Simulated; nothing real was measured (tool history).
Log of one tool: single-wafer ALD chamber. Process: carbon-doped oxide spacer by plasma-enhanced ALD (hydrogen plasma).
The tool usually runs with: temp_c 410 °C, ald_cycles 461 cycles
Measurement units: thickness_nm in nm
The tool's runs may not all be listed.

| run | hour | temp_c | ald_cycles | read-back reference wafer on the same gauge, thickness_nm | thickness_nm |
|---|---|---|---|---|---|
| 1 | 0 | 416 | 522 | 21.187 | 25.177 |
| 2 | 28.5 | 416 | 522 | 21.218 | 25.176 |
| 3 | 57.9 | 416 | 522 | 21.212 | 25.225 |
| 4 | 103.9 | 410 | 461 | 21.202 | 22.665 |
| 5 | 164.6 | 410 | 461 | 21.198 | 22.689 |
| 6 | 204.6 | 410 | 461 | 21.204 | 22.614 |
| 7 | 231.2 | 404 | 388 | 21.187 | 19.361 |
| 8 | 284.2 | 404 | 388 | 21.189 | 19.426 |
| 9 | 342.1 | 410 | 461 | 21.196 | 22.569 |
| 10 | 425.2 | 410 | 461 | 21.212 | 22.755 |
| 11 | 495.4 | 410 | 461 | 21.209 | 22.637 |
| 12 | 564.5 | 410 | 461 | 21.185 | 22.627 |
| 13 | 609.8 | 413 | 461 | 21.213 | 22.372 |
| 14 | 662.6 | 410 | 461 | 21.2 | 22.619 |
| 15 | 701.3 | 410 | 461 | 21.192 | 22.671 |
|  | 766.4 | thermocouple changed; heater temperature recalibrated |
| 16 | 766.9 | 410 | 461 | 21.205 | 22.344 |
| 17 | 804 | 410 | 461 | 21.203 | 22.374 |
| 18 | 856.8 | 404 | 411 | 21.177 | 20.428 |
| 19 | 925.4 | 399 | 505 | 21.193 | 25.391 |
| 20 | 956.9 | 422 | 546 | 21.207 | 25.52 |
| 21 | 1017.9 | 413 | 461 | 21.218 | 22.114 |
|  | 1030.1 | thermocouple changed; heater temperature recalibrated, repeated, since the last time left the tool worse |
| 22 | 1057.9 | 403 | 461 | 21.225 | 23.416 |
|  | 1135.7 | gauge calibrated |
| 23 | 1192.1 | 424 | 461 | 21.181 | 21.84 |
| 24 | 1224.7 | 410 | 461 | 21.208 | 22.879 |
| 25 | 1269.8 | 416 | 522 | 21.193 | 25.388 |
| 26 | 1415.2 | 397 | 461 | 21.204 | 23.608 |
| 27 | 1467.6 | 401 | 496 | 21.193 | 25.197 |
| 28 | 1507.2 | 400 | 488 | 21.199 | 24.796 |
| 29 | 1562.8 | 403 | 498 | 21.209 | 25.095 |
| 30 | 1604.1 | 399 | 505 | 21.209 | 25.81 |

Predict each of these 3 candidate next runs independently; none follows another, all start after run 30:
| A | 1605.2 | 410 | 517 | ? | ? |
| B | 1605.2 | 419 | 503 | ? | ? |
| C | 1605.2 | 421 | 506 | ? | ? |

| run | read-back reference wafer on the same gauge, thickness_nm | thickness_nm |
|---|---|---|
| A | 21.196 | 25.4 |
| B | 21.196 | 24.039 |
| C | 21.196 | 24.032 |
Take away the tool's hidden state, keep each run's random variation, and the runs would have read:
| run | thickness_nm |
|---|---|
| A | 25.548 |
| B | 24.183 |
| C | 24.177 |
